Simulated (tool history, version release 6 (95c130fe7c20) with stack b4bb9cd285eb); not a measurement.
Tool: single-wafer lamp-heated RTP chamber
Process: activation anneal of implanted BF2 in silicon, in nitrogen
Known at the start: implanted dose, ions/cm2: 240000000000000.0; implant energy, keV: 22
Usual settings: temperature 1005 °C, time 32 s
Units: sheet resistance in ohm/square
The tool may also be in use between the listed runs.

run,hour,temperature,time,wafers since the last listed run,wafers since the last pyrometer calibration,wafers since the reflector plate was cleaned,hours since the gauge calibration,"read-back reference wafer on the same gauge, sheet resistance",sheet resistance
1,0,1005,21,0,6137,13391,50.8,470.17,405.77
2,13.9,1005,21,152,6289,13544,64.7,469.88,406.25
3,30.5,1005,32,182,6472,13727,81.3,469.57,402.71
4,41.4,1005,32,119,6592,13847,92.2,469.66,404.44
5,55.4,1005,32,153,6746,14000,106.2,469.35,403.53
6,63.6,1005,32,90,6836,14091,114.4,469.39,403.38
7,70.1,1005,32,71,6907,14162,120.9,469.81,402.61
# hour 85.1: gauge calibrated
8,85.5,1022,47,169,7077,14331,0.4,471.27,399.52
9,100.4,1005,32,163,7241,14495,15.3,470.78,404.48
# hour 110.6: reflector plate cleaned
# hour 115.6: pyrometer window cleaned and pyrometer calibrated
10,116.1,979,21,30,5,5,31,470.22,410.39
11,121.6,1005,20,60,66,66,36.5,469.79,406.42
12,139.3,1014,50,194,260,260,54.2,470,399.78
13,150.9,1005,19,127,388,388,65.8,469.79,406.29
14,162.1,1018,32,123,511,511,77,469.45,402.63
15,178.6,1005,32,181,693,693,93.5,469.22,402.53

Some steps in sheet resistance between neighbouring runs. How much of each would the tool show without its hidden state too (settings, what came in, random variation), and how much is left for the hidden state, with any gauge scatter that isn't in both results?
The hidden state here: true wafer temperature minus pyrometer reading, K; wafer temperature error from the tarnished reflector plate, K; gauge reads high (%).
Run 7 -> 8: temperature 1005 -> 1022, time 32 -> 47, gauge calibrated. sheet resistance -3.09 ohm/square: hidden state +1.79, all else -4.88.
Run 11 -> 12: temperature 1005 -> 1014, time 20 -> 50. sheet resistance -6.64 ohm/square: hidden state -0.29, all else -6.35.

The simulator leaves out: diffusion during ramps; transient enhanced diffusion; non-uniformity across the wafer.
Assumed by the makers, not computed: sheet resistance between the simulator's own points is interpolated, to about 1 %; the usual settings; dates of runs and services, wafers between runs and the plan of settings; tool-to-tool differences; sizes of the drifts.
